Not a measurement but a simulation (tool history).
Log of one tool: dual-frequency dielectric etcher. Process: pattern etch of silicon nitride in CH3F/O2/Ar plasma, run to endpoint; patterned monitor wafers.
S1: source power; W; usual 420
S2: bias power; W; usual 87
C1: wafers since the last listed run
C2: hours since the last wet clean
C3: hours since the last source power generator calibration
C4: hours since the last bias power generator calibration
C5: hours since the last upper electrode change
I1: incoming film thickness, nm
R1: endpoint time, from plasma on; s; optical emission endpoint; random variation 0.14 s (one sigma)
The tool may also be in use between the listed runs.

run 1 day=0.000 | S1=420 S2=87 | C1=0 C2=184.2 C3=1328.5 C4=2532.9 C5=2149.5 | I1=30.53 | R1=38.3
run 2 day=2.617 | S1=420 S2=87 | C1=483 C2=247.0 C3=1391.3 C4=2595.7 C5=2212.3 | I1=31.10 | R1=39.6
run 3 day=3.750 | S1=420 S2=87 | C1=209 C2=274.2 C3=1418.5 C4=2622.9 C5=2239.5 | I1=30.58 | R1=38.5
run 4 day=4.867 | S1=420 S2=75 | C1=206 C2=301.0 C3=1445.3 C4=2649.7 C5=2266.3 | I1=30.67 | R1=40.8
run 5 day=6.575 | S1=420 S2=75 | C1=315 C2=342.0 C3=1486.3 C4=2690.7 C5=2307.3 | I1=30.85 | R1=40.8
run 6 day=7.817 | S1=420 S2=75 | C1=229 C2=371.8 C3=1516.1 C4=2720.5 C5=2337.1 | I1=30.65 | R1=40.9
-- day=9.538 bias power generator calibrated
run 7 day=9.646 | S1=420 S2=87 | C1=307 C2=415.7 C3=1560.0 C4=2.6 C5=2381.0 | I1=30.66 | R1=39.1
run 8 day=12.304 | S1=420 S2=87 | C1=491 C2=479.5 C3=1623.8 C4=66.4 C5=2444.8 | I1=30.61 | R1=39.0
run 9 day=14.533 | S1=420 S2=98 | C1=411 C2=533.0 C3=1677.3 C4=119.9 C5=2498.3 | I1=30.84 | R1=37.9
-- day=15.742 upper electrode replaced
-- day=16.425 wet clean of the chamber
-- day=17.229 source power generator calibrated
run 10 day=17.362 | S1=420 S2=87 | C1=180 C2=22.5 C3=3.2 C4=187.8 C5=38.9 | I1=30.64 | R1=38.9
run 11 day=20.188 | S1=320 S2=87 | C1=522 C2=90.3 C3=71.0 C4=255.6 C5=106.7 | I1=30.85 | R1=42.8
run 12 day=21.575 | S1=420 S2=104 | C1=256 C2=123.6 C3=104.3 C4=288.9 C5=140.0 | I1=30.50 | R1=36.6
run 13 day=24.562 | S1=420 S2=87 | C1=552 C2=195.3 C3=176.0 C4=360.6 C5=211.7 | I1=30.89 | R1=39.2
run 14 day=25.721 | S1=370 S2=87 | C1=214 C2=223.1 C3=203.8 C4=388.4 C5=239.5 | I1=30.82 | R1=40.9
run 15 day=27.692 | S1=360 S2=100 | C1=364 C2=270.4 C3=251.1 C4=435.7 C5=286.8 | I1=30.74 | R1=39.4
run 16 day=29.308 | S1=320 S2=87 | C1=298 C2=309.2 C3=289.9 C4=474.5 C5=325.6 | I1=30.73 | R1=42.9
run 17 day=31.071 | S1=470 S2=81 | C1=325 C2=351.5 C3=332.2 C4=516.8 C5=367.9 | I1=30.60 | R1=38.6

Forecast each of these 3 alternatives for the next run:
run A day=31.088 | S1=420 S2=87 | C1=3 C2=351.9 C3=332.6 C4=517.2 C5=368.3 | I1=30.74 | R1=?
run B day=31.088 | S1=420 S2=66 | C1=3 C2=351.9 C3=332.6 C4=517.2 C5=368.3 | I1=30.74 | R1=?
run C day=31.088 | S1=420 S2=81 | C1=3 C2=351.9 C3=332.6 C4=517.2 C5=368.3 | I1=30.74 | R1=?

run=A R1=39.2
run=B R1=42.6
run=C R1=40.1
Without the tool's hidden state the same runs would have given:
run=A R1=38.7
run=B R1=42.1
run=C R1=39.6
